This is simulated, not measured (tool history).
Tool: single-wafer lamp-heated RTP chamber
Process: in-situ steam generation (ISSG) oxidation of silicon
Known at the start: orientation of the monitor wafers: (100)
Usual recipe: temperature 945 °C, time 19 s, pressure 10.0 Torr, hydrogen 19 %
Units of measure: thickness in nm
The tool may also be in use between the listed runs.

run	day	temperature	time	pressure	hydrogen	read-back reference wafer on the same gauge, thickness	thickness
1	0.000	945	19	10.0	19	3.530	3.980
2	0.746	945	19	10.0	19	3.529	3.985
3	1.117	945	19	10.0	19	3.531	3.995
4	1.421	945	19	10.0	19	3.530	3.977
5	2.008	945	19	10.0	19	3.531	3.988
6	2.333	945	19	10.0	19	3.529	3.989
# day 2.767: pressure gauge zeroed
7	2.788	945	19	10.0	19	3.530	3.988
8	3.083	945	19	10.0	19	3.530	3.991
9	3.358	945	19	10.0	19	3.532	3.996
# day 3.821: pyrometer window cleaned and pyrometer calibrated
10	3.842	945	19	10.0	19	3.531	3.939
11	4.171	945	19	10.0	19	3.529	3.938
# day 5.079: gauge calibrated
12	5.508	945	19	10.0	19	3.530	3.949
13	5.888	963	23	8.7	22	3.529	4.768
14	6.404	926	26	9.2	24	3.529	4.515
15	6.858	945	19	9.6	19	3.530	3.990
16	7.483	953	15	10.0	19	3.530	3.684
17	7.925	945	19	9.3	19	3.528	4.003
18	8.625	927	19	10.2	16	3.529	3.631
19	9.221	945	19	10.0	26	3.532	4.228
20	9.600	945	19	9.5	11	3.531	3.571
21	10.217	927	19	10.2	16	3.532	3.636
22	10.696	952	24	8.9	11	3.531	4.076
23	11.150	945	19	10.2	11	3.529	3.555
# day 11.796: hydrogen flow controller replaced
24	11.817	964	19	10.0	19	3.531	4.223
25	12.162	945	19	10.2	19	3.528	3.972
26	12.483	945	19	10.0	19	3.528	3.977
27	12.892	945	19	10.0	19	3.531	3.973
28	13.800	955	13	10.0	19	3.529	3.529
29	14.375	945	25	9.0	19	3.529	4.547
30	15.012	945	19	10.0	19	3.531	3.994
31	15.400	945	24	10.0	19	3.530	4.410
32	16.008	945	19	10.0	19	3.531	4.002

Predict each of these 3 candidate next runs independently; none follows another, all start after run 32:
A	16.025	938	19	10.0	19	?	?
B	16.025	945	19	9.1	11	?	?
C	16.025	939	19	9.5	19	?	?

run	read-back reference wafer on the same gauge, thickness	thickness
A	3.530	3.922
B	3.530	3.619
C	3.530	3.966
What these runs would have given with no unlogged condition in the tool:
run	thickness
A	3.852
B	3.552
C	3.894
